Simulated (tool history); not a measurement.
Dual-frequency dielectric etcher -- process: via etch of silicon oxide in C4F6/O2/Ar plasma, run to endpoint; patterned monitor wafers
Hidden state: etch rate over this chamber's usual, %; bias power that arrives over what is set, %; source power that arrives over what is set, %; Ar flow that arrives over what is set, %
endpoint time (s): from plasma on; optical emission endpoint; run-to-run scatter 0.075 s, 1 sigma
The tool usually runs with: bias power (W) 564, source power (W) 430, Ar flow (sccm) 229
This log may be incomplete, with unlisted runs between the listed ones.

run,hour,bias power (W),source power (W),Ar flow (sccm),wafers since the last listed run,hours since the last wet clean,hours since the last bias power generator calibration,hours since the last source power generator calibration,hours since the last Ar flow controller change,hours since the last upper electrode change,"incoming incoming film thickness, nm",endpoint time (s)
1,0,658,430,229,0,6.9,3478.4,4023.1,5134.2,3385.7,126.2,24
2,51.7,658,430,229,542,58.6,3530.1,4074.8,5185.9,3437.4,126.1,23.9
3,147,564,430,229,999,153.9,3625.4,4170.1,5281.2,3532.7,126.2,25.1
4,232.4,564,430,229,895,239.3,3710.8,4255.5,5366.6,3618.1,125.8,25.1
5,273.5,564,430,229,430,280.4,3751.9,4296.6,5407.7,3659.2,124.4,24.7
# hour 353.7: upper electrode replaced
# hour 480.3: bias power generator calibrated
6,493,564,430,229,2008,499.9,12.7,4516.1,5627.2,139.3,126.2,24.7
7,561.9,653,500,229,722,568.8,81.6,4585,5696.1,208.2,125.5,21.7
# hour 621.1: wet clean of the chamber
8,632.6,564,430,229,489,11.5,152.3,4655.7,5766.8,278.9,125.2,25.3
9,704.8,564,340,229,757,83.7,224.5,4727.9,5839,351.1,125,28.1
# hour 734: Ar flow controller replaced
10,743.7,564,430,243,344,122.6,263.4,4766.8,9.7,390,125.4,25.5
11,825.6,564,480,178,858,204.5,345.3,4848.7,91.6,471.9,124.9,22.8
# hour 843: source power generator calibrated
12,888.2,564,340,229,614,267.1,407.9,45.2,154.2,534.5,124.7,27.8
13,982.5,564,400,229,988,361.4,502.2,139.5,248.5,628.8,124.2,25.5
14,1062,678,470,174,833,440.9,581.7,219,328,708.3,125.3,21.1

Per-run results on a tool with no hidden state, each run keeping its own random variation:
run,endpoint time (s)
1,24
2,24
3,25.3
4,25.4
5,25
6,25.3
7,22.3
8,25.2
9,28.1
10,25.5
11,22.9
12,28
13,25.8
14,21.4
